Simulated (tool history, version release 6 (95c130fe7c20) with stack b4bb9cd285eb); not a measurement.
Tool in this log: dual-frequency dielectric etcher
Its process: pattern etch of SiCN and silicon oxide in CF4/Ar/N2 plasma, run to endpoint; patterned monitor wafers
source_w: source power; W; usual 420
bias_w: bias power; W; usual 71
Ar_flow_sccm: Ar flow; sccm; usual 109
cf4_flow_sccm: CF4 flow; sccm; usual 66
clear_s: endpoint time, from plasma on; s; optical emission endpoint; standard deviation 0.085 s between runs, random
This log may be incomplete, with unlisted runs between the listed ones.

run	hour	source_w	bias_w	Ar_flow_sccm	cf4_flow_sccm	incoming incoming film thickness, nm	clear_s
1	0	420	71	109	66	10.5	14.4
2	83.2	420	71	109	66	10.36	14.1
# hour 115.2: wet clean of the chamber
3	133.5	420	71	109	66	10.38	13.6
4	170.5	420	81	127	66	10.43	13.3
5	245.2	420	71	109	66	10.5	13.9
6	302.1	420	71	109	66	10.4	13.9
7	344.8	420	71	109	66	10.37	13.8
8	405	420	71	109	66	10.42	13.9
# hour 413.3: Ar flow controller replaced
9	443.1	420	71	109	66	10.45	14.2
# hour 474.3: upper electrode replaced
10	529.4	420	71	109	66	10.44	14.4
11	624.2	420	71	95	66	10.35	14
12	699.4	420	71	109	66	10.47	14.4
# hour 748.4: wet clean of the chamber
13	748.9	490	62	116	50	10.37	13.4
# hour 786.1: source power generator calibrated
# hour 817.4: bias power generator calibrated
14	826.6	320	59	128	61	10.4	17.1
15	899.8	350	54	125	74	10.37	16.5
16	950.1	420	71	109	66	10.46	14.1

The next listed run, before its measurement:
# hour 1000.4: CF4 flow controller replaced
17	1016.6	420	87	109	66	10.41	?

clear_s: 13.2 s
Were there no unlogged condition in the tool, this run, its random variation unchanged, would have produced clear_s 12.8 s.
